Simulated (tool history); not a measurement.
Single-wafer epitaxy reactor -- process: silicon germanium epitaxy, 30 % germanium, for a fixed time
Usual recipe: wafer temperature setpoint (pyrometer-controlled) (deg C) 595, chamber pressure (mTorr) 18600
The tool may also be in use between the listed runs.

run    hour  wafer temperature setpoint (pyrometer-controlled) (deg C)  chamber pressure (mTorr)  wafers since the last listed run  hours since the last pyrometer calibration  hours since the last manometer calibration  hours since the showerhead was replaced  hours since the gauge calibration  read-back reference wafer on the same gauge, thickness_nm  mean film thickness on the monitor wafer (nm)
  1       0                                                        604                     18600                                 0                                      1545.3                                      1346.4                                   3805.4                             1395.7                                                       49.1                                         63.897
  2    38.6                                                        604                     18600                               757                                      1583.9                                        1385                                     3844                             1434.3                                                     49.149                                          63.84
  3   129.5                                                        604                     18600                              1784                                      1674.8                                      1475.9                                   3934.9                             1525.2                                                     49.127                                         63.309
  4   213.6                                                        595                     18600                              1650                                      1758.9                                        1560                                     4019                             1609.3                                                     49.118                                          52.65
  5   257.6                                                        595                     18600                               863                                      1802.9                                        1604                                     4063                             1653.3                                                     49.078                                         52.622
  6   335.2                                                        583                     18600                              1523                                      1880.5                                      1681.6                                   4140.6                             1730.9                                                     49.148                                          40.72
  7   428.8                                                        583                     18600                              1837                                      1974.1                                      1775.2                                   4234.2                             1824.5                                                     49.085                                         40.787
  8   485.5                                                        583                     18600                              1112                                      2030.8                                      1831.9                                   4290.9                             1881.2                                                     49.108                                         40.715
  9   590.3                                                        595                     20700                              2056                                      2135.6                                      1936.7                                   4395.7                               1986                                                     49.082                                         55.154
      671.3  -- pyrometer calibrated
      690.6  -- capacitance manometer re-zeroed and calibrated
 10   691.4                                                        595                     18600                              1670                                        20.1                                         0.8                                   4496.8                             2087.1                                                     49.073                                          52.76
 11   760.9                                                        595                     18600                              1364                                        89.6                                        70.3                                   4566.3                             2156.6                                                     49.118                                         52.802
 12   826.5                                                        595                     18600                              1287                                       155.2                                       135.9                                   4631.9                             2222.2                                                     49.123                                         52.697
 13   931.4                                                        595                     18600                              2058                                       260.1                                       240.8                                   4736.8                             2327.1                                                     49.086                                         52.778
 14   983.2                                                        589                     14500                              1016                                       311.9                                       292.6                                   4788.6                             2378.9                                                     49.122                                         41.118
 15  1044.6                                                        588                     21400                              1205                                       373.3                                         354                                     4850                             2440.3                                                     49.079                                         48.594
 16  1096.3                                                        595                     17100                              1014                                         425                                       405.7                                   4901.7                               2492                                                     49.116                                         50.659
 17  1164.3                                                        603                     15000                              1334                                         493                                       473.7                                   4969.7                               2560                                                     49.101                                         56.239
 18  1235.6                                                        595                     18600                              1399                                       564.3                                         545                                     5041                             2631.3                                                     49.065                                          52.64
 19  1286.3                                                        595                     18600                               995                                         615                                       595.7                                   5091.7                               2682                                                     49.094                                         52.756
     1353.8  -- gauge calibrated
     1369.6  -- showerhead replaced
 20  1372.1                                                        604                     22500                              1526                                       700.8                                       681.5                                      2.5                               18.3                                                     49.101                                         69.113
 21  1428.5                                                        580                     17000                              1106                                       757.2                                       737.9                                     58.9                               74.7                                                     49.117                                         36.645
 22  1553.1                                                        595                     18600                              2445                                       881.8                                       862.5                                    183.5                              199.3                                                     49.052                                         52.839
 23  1653.7                                                        589                     22300                              1974                                       982.4                                       963.1                                    284.1                              299.9                                                     49.071                                         50.402
 24  1751.9                                                        589                     18600                              1927                                      1080.6                                      1061.3                                    382.3                              398.1                                                      49.07                                         46.473
 25  1824.6                                                        602                     14300                              1426                                      1153.3                                        1134                                      455                              470.8                                                     49.109                                         53.911
 26    1918                                                        595                     18600                              1833                                      1246.7                                      1227.4                                    548.4                              564.2                                                     49.126                                         52.738
 27  1990.6                                                        595                     18600                              1424                                      1319.3                                        1300                                      621                              636.8                                                     49.106                                         52.732
 28  2042.1                                                        595                     18600                              1010                                      1370.8                                      1351.5                                    672.5                              688.3                                                     49.071                                         52.745
 29  2114.4                                                        609                     15500                              1419                                      1443.1                                      1423.8                                    744.8                              760.6                                                     49.109                                         64.656
 30  2157.5                                                        609                     22300                               845                                      1486.2                                      1466.9                                    787.9                              803.7                                                     49.088                                         76.672
 31  2274.1                                                        588                     15700                              2288                                      1602.8                                      1583.5                                    904.5                              920.3                                                      49.08                                         41.764
 32  2379.1                                                        595                     18600                              2060                                      1707.8                                      1688.5                                   1009.5                             1025.3                                                      49.11                                           52.8
 33  2435.1                                                        599                     22800                              1099                                      1763.8                                      1744.5                                   1065.5                             1081.3                                                     49.112                                          63.21
 34    2486                                                        602                     15600                               999                                      1814.7                                      1795.4                                   1116.4                             1132.2                                                     49.101                                          56.24

5 ways to go on from here, each from the tool as it stands after run 34. What would each give?
  A  2486.4                                                        591                     18600                                 7                                      1815.1                                      1795.8                                   1116.8                             1132.6                                                          ?                                              ?
  B  2486.4                                                        590                     20500                                 7                                      1815.1                                      1795.8                                   1116.8                             1132.6                                                          ?                                              ?
  C  2486.4                                                        609                     18600                                 7                                      1815.1                                      1795.8                                   1116.8                             1132.6                                                          ?                                              ?
  D  2486.4                                                        605                     20600                                 7                                      1815.1                                      1795.8                                   1116.8                             1132.6                                                          ?                                              ?
  E  2486.4                                                        588                     21900                                 7                                      1815.1                                      1795.8                                   1116.8                             1132.6                                                          ?                                              ?

run  read-back reference wafer on the same gauge, thickness_nm  mean film thickness on the monitor wafer (nm)
  A                                                     49.059                                         48.777
  B                                                     49.059                                         49.941
  C                                                     49.059                                         70.918
  D                                                     49.059                                         68.511
  E                                                     49.059                                         49.313
Take away the tool's hidden state, keep each run's random variation, and the runs would have read:
run  mean film thickness on the monitor wafer (nm)
  A                                         48.777
  B                                         49.941
  C                                         70.918
  D                                         68.511
  E                                         49.313
